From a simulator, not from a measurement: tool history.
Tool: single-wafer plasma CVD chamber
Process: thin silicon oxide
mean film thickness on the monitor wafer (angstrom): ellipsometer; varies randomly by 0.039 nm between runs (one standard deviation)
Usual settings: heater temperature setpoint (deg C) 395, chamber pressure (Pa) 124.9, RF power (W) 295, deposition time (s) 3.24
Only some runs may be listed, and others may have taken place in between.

run    hour  heater temperature setpoint (deg C)  chamber pressure (Pa)  RF power (W)  deposition time (s)  read-back reference wafer on the same gauge, thickness_nm  mean film thickness on the monitor wafer (angstrom)
  1     0.0                                  395                  124.9           295                 3.24                                                      5.539                                                65.48
       37.7  -- gauge calibrated
  2    86.2                                  395                  124.9           295                 3.24                                                      5.546                                                64.95
  3   122.9                                  395                  124.9           295                 2.77                                                      5.533                                                55.15
  4   211.4                                  388                  138.4           295                 3.24                                                      5.536                                                69.16
  5   256.9                                  395                  124.9           295                 3.24                                                      5.536                                                64.45
  6   347.5                                  395                  124.9           295                 3.24                                                      5.530                                                64.68
  7   392.0                                  395                  124.9           295                 3.24                                                      5.537                                                64.40
  8   473.9                                  395                  124.9           295                 3.24                                                      5.535                                                63.22
  9   566.2                                  395                  124.9           295                 3.24                                                      5.517                                                63.08
 10   635.4                                  395                  124.9           295                 3.24                                                      5.540                                                62.93
 11   698.9                                  395                  124.9           280                 3.45                                                      5.540                                                65.50
 12   751.9                                  395                  124.9           295                 3.62                                                      5.530                                                70.24
      798.5  -- RF generator calibrated
 13   827.9                                  395                  124.9           295                 3.62                                                      5.525                                                71.07
      875.7  -- thermocouple changed; heater temperature recalibrated
 14   909.8                                  406                  124.9           255                 3.24                                                      5.537                                                59.26
      961.6  -- gauge calibrated
      982.3  -- capacitance manometer re-zeroed and calibrated
 15  1010.8                                  409                  155.5           320                 3.66                                                      5.533                                                86.08
 16  1057.4                                  388                  138.4           295                 3.24                                                      5.535                                                70.37
     1105.2  -- showerhead replaced
 17  1137.8                                  395                  124.9           295                 3.24                                                      5.537                                                65.05
 18  1227.8                                  395                  124.9           295                 3.24                                                      5.529                                                65.18
 19  1318.7                                  395                  124.9           295                 3.24                                                      5.541                                                65.45
 20  1417.7                                  395                  154.1           330                 3.24                                                      5.522                                                76.89
 21  1465.4                                  395                  124.9           315                 3.24                                                      5.520                                                67.07
 22  1548.6                                  382                  111.3           275                 2.60                                                      5.524                                                47.10
 23  1587.9                                  391                  124.9           295                 3.24                                                      5.528                                                64.60
 24  1624.2                                  400                  124.9           295                 3.24                                                      5.528                                                63.69
 25  1703.0                                  395                  141.1           295                 3.49                                                      5.535                                                74.20
 26  1784.3                                  395                  124.9           240                 3.24                                                      5.528                                                58.02

Some steps in mean film thickness on the monitor wafer (angstrom), run to run, broken into two amounts with sign: the step expected even without the hidden condition (settings, incoming material, random variation), and the rest, left for the hidden condition together with whatever gauge scatter is not in both the measured and the hidden-condition-free result:
The tool's hidden condition here consists of: wafer temperature above the value expected at the setpoint (K); delivered RF power above the setpoint (%); true pressure above the setpoint (%); gauge reads high (%).
Run 12 -> 13: RF generator calibrated. mean film thickness on the monitor wafer (angstrom) +0.83: hidden state +1.54, all else -0.71.
Run 14 -> 15: heater temperature setpoint (deg C) 406 -> 409, chamber pressure (Pa) 124.9 -> 155.5, RF power (W) 255 -> 320, deposition time (s) 3.24 -> 3.66, gauge calibrated, capacitance manometer re-zeroed and calibrated. mean film thickness on the monitor wafer (angstrom) +26.82: hidden state +2.08, all else +24.74.
Run 21 -> 22: heater temperature setpoint (deg C) 395 -> 382, chamber pressure (Pa) 124.9 -> 111.3, RF power (W) 315 -> 275, deposition time (s) 3.24 -> 2.60. mean film thickness on the monitor wafer (angstrom) -19.97: hidden state +0.10, all else -20.07.
